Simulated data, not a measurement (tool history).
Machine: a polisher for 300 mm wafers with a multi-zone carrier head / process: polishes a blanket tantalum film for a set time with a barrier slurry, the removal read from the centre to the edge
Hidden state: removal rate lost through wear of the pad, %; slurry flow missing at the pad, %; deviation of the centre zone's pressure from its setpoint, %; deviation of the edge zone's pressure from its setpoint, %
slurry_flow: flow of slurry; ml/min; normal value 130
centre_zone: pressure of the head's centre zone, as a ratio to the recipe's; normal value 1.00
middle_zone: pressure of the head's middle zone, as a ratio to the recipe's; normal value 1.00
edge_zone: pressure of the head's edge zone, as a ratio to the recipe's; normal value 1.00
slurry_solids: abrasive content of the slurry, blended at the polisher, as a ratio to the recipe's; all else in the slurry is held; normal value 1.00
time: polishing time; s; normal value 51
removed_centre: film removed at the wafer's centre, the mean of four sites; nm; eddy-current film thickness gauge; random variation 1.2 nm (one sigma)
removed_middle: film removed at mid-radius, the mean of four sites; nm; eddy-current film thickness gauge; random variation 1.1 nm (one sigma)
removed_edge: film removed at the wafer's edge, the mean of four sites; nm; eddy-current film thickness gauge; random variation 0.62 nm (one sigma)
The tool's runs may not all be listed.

| run | hour | slurry_flow | centre_zone | middle_zone | edge_zone | slurry_solids | time | wafers since the last listed run | wafers polished on this pad | hours since the slurry nozzle was cleaned | hours since the centre zone pressure was calibrated | hours since the edge zone pressure was calibrated | hours since the carrier head's membrane was replaced | incoming thickness of the incoming film, nm | removed_centre | removed_middle | removed_edge |
|---|---|---|---|---|---|---|---|---|---|---|---|---|---|---|---|---|---|
| 1 | 0.0 | 130 | 0.94 | 1.00 | 1.00 | 1.00 | 51 | 0 | 1290 | 404.3 | 869.1 | 779.8 | 1391.6 | 237.5 | 77.4 | 81.8 | 85.3 |
| 2 | 56.0 | 130 | 1.00 | 1.00 | 1.00 | 1.00 | 58 | 815 | 2105 | 460.3 | 925.1 | 835.8 | 1447.6 | 239.1 | 94.7 | 93.7 | 96.0 |
| 3 | 124.2 | 130 | 1.00 | 1.00 | 1.00 | 1.00 | 58 | 992 | 3098 | 528.5 | 993.3 | 904.0 | 1515.8 | 238.9 | 90.1 | 92.2 | 95.9 |
|  | 153.5 | worn pad replaced by a new one |
| 4 | 191.2 | 130 | 1.00 | 1.00 | 1.00 | 1.00 | 58 | 917 | 548 | 595.5 | 1060.3 | 971.0 | 1582.8 | 241.7 | 89.6 | 90.9 | 94.2 |
| 5 | 239.9 | 130 | 1.00 | 1.00 | 1.00 | 1.00 | 51 | 708 | 1257 | 644.2 | 1109.0 | 1019.7 | 1631.5 | 238.1 | 76.8 | 79.7 | 83.8 |
|  | 269.1 | centre zone pressure recalibrated |
|  | 332.3 | slurry nozzle cleaned |
| 6 | 338.0 | 130 | 1.00 | 1.00 | 1.00 | 1.00 | 51 | 1384 | 2641 | 5.7 | 68.9 | 1117.8 | 1729.6 | 239.9 | 86.4 | 85.4 | 88.9 |
|  | 362.4 | worn pad replaced by a new one |
|  | 365.2 | carrier head's membrane replaced by a new one |
| 7 | 407.3 | 130 | 1.00 | 1.00 | 1.00 | 1.00 | 51 | 909 | 612 | 75.0 | 138.2 | 1187.1 | 42.1 | 239.3 | 85.9 | 88.5 | 88.3 |
| 8 | 443.6 | 130 | 1.00 | 1.00 | 1.00 | 1.00 | 51 | 528 | 1141 | 111.3 | 174.5 | 1223.4 | 78.4 | 241.0 | 84.7 | 87.1 | 89.5 |
| 9 | 485.6 | 130 | 1.00 | 1.00 | 1.00 | 1.00 | 51 | 611 | 1752 | 153.3 | 216.5 | 1265.4 | 120.4 | 240.1 | 85.6 | 86.3 | 88.7 |
| 10 | 512.5 | 130 | 1.10 | 1.11 | 1.09 | 0.70 | 51 | 391 | 2144 | 180.2 | 243.4 | 1292.3 | 147.3 | 242.2 | 83.1 | 77.5 | 79.3 |
|  | 574.8 | worn pad replaced by a new one |
| 11 | 584.2 | 130 | 1.00 | 1.00 | 1.00 | 1.00 | 51 | 985 | 137 | 251.9 | 315.1 | 1364.0 | 219.0 | 239.8 | 84.7 | 85.0 | 87.3 |
| 12 | 616.9 | 165 | 1.00 | 1.07 | 1.00 | 1.00 | 51 | 476 | 613 | 284.6 | 347.8 | 1396.7 | 251.7 | 242.1 | 89.7 | 93.7 | 91.1 |
|  | 622.5 | edge zone pressure recalibrated |
| 13 | 652.3 | 130 | 0.96 | 0.89 | 0.95 | 1.15 | 51 | 486 | 1099 | 320.0 | 383.2 | 29.8 | 287.1 | 238.8 | 84.9 | 82.1 | 90.7 |
| 14 | 679.0 | 130 | 0.91 | 1.00 | 1.00 | 1.00 | 51 | 388 | 1488 | 346.7 | 409.9 | 56.5 | 313.8 | 241.3 | 77.6 | 84.8 | 86.5 |
| 15 | 726.5 | 130 | 1.10 | 1.00 | 1.00 | 1.00 | 51 | 691 | 2179 | 394.2 | 457.4 | 104.0 | 361.3 | 237.9 | 91.8 | 83.4 | 86.8 |
|  | 781.6 | worn pad replaced by a new one |
| 16 | 827.1 | 130 | 1.00 | 1.09 | 1.00 | 1.00 | 51 | 1406 | 661 | 494.8 | 558.0 | 204.6 | 461.9 | 237.4 | 82.6 | 87.7 | 86.7 |
| 17 | 880.6 | 130 | 1.00 | 1.00 | 1.00 | 1.00 | 51 | 778 | 1440 | 548.3 | 611.5 | 258.1 | 515.4 | 237.8 | 81.0 | 81.9 | 85.8 |
| 18 | 910.5 | 155 | 1.00 | 0.91 | 1.00 | 1.15 | 61 | 435 | 1875 | 578.2 | 641.4 | 288.0 | 545.3 | 236.9 | 105.5 | 98.6 | 108.6 |
| 19 | 973.7 | 95 | 1.04 | 1.00 | 1.00 | 1.00 | 69 | 920 | 2795 | 641.4 | 704.6 | 351.2 | 608.5 | 238.0 | 100.3 | 98.2 | 107.1 |
|  | 1011.5 | worn pad replaced by a new one |
| 20 | 1014.6 | 130 | 1.00 | 1.00 | 1.00 | 1.00 | 68 | 537 | 45 | 682.3 | 745.5 | 392.1 | 649.4 | 235.7 | 104.6 | 103.7 | 110.5 |

Exercise: give the hidden state of the tool at every run:
removal rate lost through wear of the pad, %: 0 across all the runs
deviation of the centre zone's pressure from its setpoint, %: 0 across all the runs
deviation of the edge zone's pressure from its setpoint, %: 0 across all the runs
H1: slurry flow missing at the pad, %
| run | H1 |
|---|---|
| 1 | 22.8 |
| 2 | 26.2 |
| 3 | 30.9 |
| 4 | 36.2 |
| 5 | 40.4 |
| 6 | 4.46 |
| 7 | 4.85 |
| 8 | 5.32 |
| 9 | 6.1 |
| 10 | 6.72 |
| 11 | 8.89 |
| 12 | 10.1 |
| 13 | 11.6 |
| 14 | 12.8 |
| 15 | 15.3 |
| 16 | 21.6 |
| 17 | 25.5 |
| 18 | 27.8 |
| 19 | 33.2 |
| 20 | 37 |
